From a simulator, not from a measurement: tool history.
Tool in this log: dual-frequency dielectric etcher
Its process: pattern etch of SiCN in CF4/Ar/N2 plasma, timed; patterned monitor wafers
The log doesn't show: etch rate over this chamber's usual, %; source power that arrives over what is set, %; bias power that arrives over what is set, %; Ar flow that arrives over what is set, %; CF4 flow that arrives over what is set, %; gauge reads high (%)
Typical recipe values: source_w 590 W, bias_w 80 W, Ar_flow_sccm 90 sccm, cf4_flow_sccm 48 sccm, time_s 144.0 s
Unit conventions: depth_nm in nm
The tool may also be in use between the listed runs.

run	hour	source_w	bias_w	Ar_flow_sccm	cf4_flow_sccm	time_s	wafers since the last listed run	hours since the last wet clean	hours since the last source power generator calibration	hours since the last bias power generator calibration	hours since the last Ar flow controller change	hours since the last CF4 flow controller change	hours since the last upper electrode change	hours since the gauge calibration	read-back reference wafer on the same gauge, depth_nm	depth_nm
1	0.0	590	80	90	48	144.0	0	451.5	3768.5	2675.9	2483.6	5395.5	5417.7	9.2	129.0	164.2
2	7.0	590	80	90	48	133.5	46	458.5	3775.5	2682.9	2490.6	5402.5	5424.7	16.2	129.1	153.2
3	20.5	590	80	90	48	133.5	89	472.0	3789.0	2696.4	2504.1	5416.0	5438.2	29.7	129.1	152.6
4	36.0	590	80	90	48	111.0	102	487.5	3804.5	2711.9	2519.6	5431.5	5453.7	45.2	129.0	126.2
5	67.2	590	80	90	48	111.0	206	518.7	3835.7	2743.1	2550.8	5462.7	5484.9	76.4	129.1	127.3
# hour 92.2: upper electrode replaced
# hour 104.5: wet clean of the chamber
6	105.0	590	80	90	48	144.0	9	0.5	3873.5	2780.9	2588.6	5500.5	12.8	114.2	129.0	159.0
7	105.4	590	80	90	48	144.0	2	0.9	3873.9	2781.3	2589.0	5500.9	13.2	114.6	129.1	159.6
8	105.8	590	80	90	48	144.0	2	1.3	3874.3	2781.7	2589.4	5501.3	13.6	115.0	128.8	159.9
# hour 106.3: gauge calibrated
# hour 110.6: bias power generator calibrated
# hour 115.1: Ar flow controller replaced
# hour 115.6: CF4 flow controller replaced
9	116.1	590	80	90	48	144.0	8	11.6	3884.6	5.5	1.0	0.5	23.9	9.8	128.9	159.3
# hour 135.7: source power generator calibrated
10	136.2	590	87	90	48	179.5	106	31.7	0.5	25.6	21.1	20.6	44.0	29.9	129.0	207.2
11	149.5	590	80	90	48	144.0	87	45.0	13.8	38.9	34.4	33.9	57.3	43.2	128.9	159.9
12	160.8	590	80	90	59	144.0	74	56.3	25.1	50.2	45.7	45.2	68.6	54.5	129.0	166.1
13	175.7	590	69	90	48	144.0	98	71.2	40.0	65.1	60.6	60.1	83.5	69.4	129.0	150.9
14	189.8	660	80	90	48	155.0	93	85.3	54.1	79.2	74.7	74.2	97.6	83.5	128.9	191.6
15	198.1	590	73	90	48	124.5	54	93.6	62.4	87.5	83.0	82.5	105.9	91.8	129.0	134.1
16	211.1	590	80	90	48	144.0	85	106.6	75.4	100.5	96.0	95.5	118.9	104.8	129.0	161.0

For some of the steps in depth_nm from one run to the next: how much would appear even if the tool had no hidden state, given the settings, what came in and random variation, and how much remains for the hidden state plus any gauge scatter that the measured result and the result without hidden state don't share?
Run 5 -> 6: time_s 111.0 -> 144.0, upper electrode replaced, wet clean of the chamber. depth_nm +31.7 nm: hidden state -4.4, all else +36.1.
Run 14 -> 15: source_w 660 -> 590, bias_w 80 -> 73, time_s 155.0 -> 124.5. depth_nm -57.5 nm: hidden state -0.3, all else -57.2.
